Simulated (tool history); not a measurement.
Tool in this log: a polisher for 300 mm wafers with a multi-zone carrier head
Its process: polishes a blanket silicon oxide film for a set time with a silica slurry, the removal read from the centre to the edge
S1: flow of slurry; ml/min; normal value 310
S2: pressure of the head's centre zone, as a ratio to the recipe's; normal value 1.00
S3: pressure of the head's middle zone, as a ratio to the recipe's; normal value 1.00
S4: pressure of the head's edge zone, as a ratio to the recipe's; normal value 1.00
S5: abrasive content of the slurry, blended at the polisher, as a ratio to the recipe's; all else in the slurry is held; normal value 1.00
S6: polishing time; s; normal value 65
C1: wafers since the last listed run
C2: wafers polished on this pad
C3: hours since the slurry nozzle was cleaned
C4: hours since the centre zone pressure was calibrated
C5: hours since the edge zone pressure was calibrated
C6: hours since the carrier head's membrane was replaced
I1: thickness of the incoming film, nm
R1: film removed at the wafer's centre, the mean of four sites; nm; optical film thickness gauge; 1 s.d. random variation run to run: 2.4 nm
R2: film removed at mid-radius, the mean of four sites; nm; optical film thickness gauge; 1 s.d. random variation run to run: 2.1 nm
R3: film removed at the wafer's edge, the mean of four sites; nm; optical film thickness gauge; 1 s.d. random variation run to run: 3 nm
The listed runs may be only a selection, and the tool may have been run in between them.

run,hour,S1,S2,S3,S4,S5,S6,C1,C2,C3,C4,C5,C6,I1,R1,R2,R3
1,0.0,310,1.00,1.00,1.00,1.00,65,0,731,467.5,586.8,492.1,981.7,743.8,301.1,271.3,273.5
# hour 1.1: worn pad replaced by a new one
2,35.9,310,1.00,1.00,1.00,1.00,65,299,299,503.4,622.7,528.0,1017.6,744.8,295.6,274.8,277.6
3,42.8,310,1.00,1.00,1.00,1.00,65,59,359,510.3,629.6,534.9,1024.5,763.9,300.2,278.6,281.6
4,52.7,310,1.00,1.00,1.00,1.00,65,85,444,520.2,639.5,544.8,1034.4,752.6,301.4,277.8,278.1
5,62.0,310,1.00,1.00,1.00,1.00,65,80,524,529.5,648.8,554.1,1043.7,740.6,298.1,273.2,269.9
# hour 67.4: carrier head's membrane replaced by a new one
6,68.7,310,1.00,1.00,1.00,1.00,65,14,539,536.2,655.5,560.8,1.3,751.3,298.8,279.8,275.5
# hour 76.0: edge zone pressure recalibrated
7,76.5,310,1.00,1.00,1.00,1.00,65,49,589,544.0,663.3,0.5,9.1,751.0,300.9,280.7,275.5
# hour 82.9: slurry nozzle cleaned
8,88.8,310,1.00,1.00,1.00,1.00,65,97,686,5.9,675.6,12.8,21.4,746.6,302.6,273.4,280.9
9,102.9,310,1.00,1.00,1.00,1.00,65,121,808,20.0,689.7,26.9,35.5,747.9,301.5,273.2,277.6
# hour 109.0: worn pad replaced by a new one
10,110.9,310,1.00,1.00,1.00,1.00,65,34,16,28.0,697.7,34.9,43.5,748.5,302.9,275.4,278.2
11,118.9,310,1.00,1.00,0.88,1.10,65,68,85,36.0,705.7,42.9,51.5,758.0,315.0,291.6,275.1
# hour 125.5: centre zone pressure recalibrated
12,129.0,310,1.00,1.00,1.00,1.00,65,69,154,46.1,3.5,53.0,61.6,747.7,275.6,275.3,278.1
13,136.0,310,1.00,1.00,1.00,1.00,65,60,215,53.1,10.5,60.0,68.6,753.6,273.3,277.1,281.4
14,153.2,310,1.06,1.05,1.00,1.00,45,148,363,70.3,27.7,77.2,85.8,748.8,200.7,200.6,186.7
15,168.8,225,1.00,1.00,1.00,1.00,65,134,497,85.9,43.3,92.8,101.4,740.8,263.0,263.9,268.3
16,179.8,370,1.00,1.00,1.09,1.15,51,94,592,96.9,54.3,103.8,112.4,755.7,234.8,238.1,249.9
17,189.1,310,1.09,1.00,1.00,1.00,65,80,672,106.2,63.6,113.1,121.7,757.9,298.3,275.2,276.5
# hour 198.8: worn pad replaced by a new one
18,199.3,350,1.00,1.00,0.90,1.00,65,53,4,116.4,73.8,123.3,131.9,746.3,280.2,281.6,271.1

Give the tool's hidden conditions for every run:
removal rate lost through wear of the pad, %: 0 on each run
slurry flow missing at the pad, %: 0 on each run
deviation of the edge zone's pressure from its setpoint, %: 0 on each run
H1: deviation of the centre zone's pressure from its setpoint, %
run,H1
1,9.68
2,10.2
3,10.3
4,10.5
5,10.6
6,10.7
7,10.8
8,11
9,11.2
10,11.4
11,11.5
12,0.86
13,0.967
14,1.23
15,1.47
16,1.63
17,1.78
18,1.93

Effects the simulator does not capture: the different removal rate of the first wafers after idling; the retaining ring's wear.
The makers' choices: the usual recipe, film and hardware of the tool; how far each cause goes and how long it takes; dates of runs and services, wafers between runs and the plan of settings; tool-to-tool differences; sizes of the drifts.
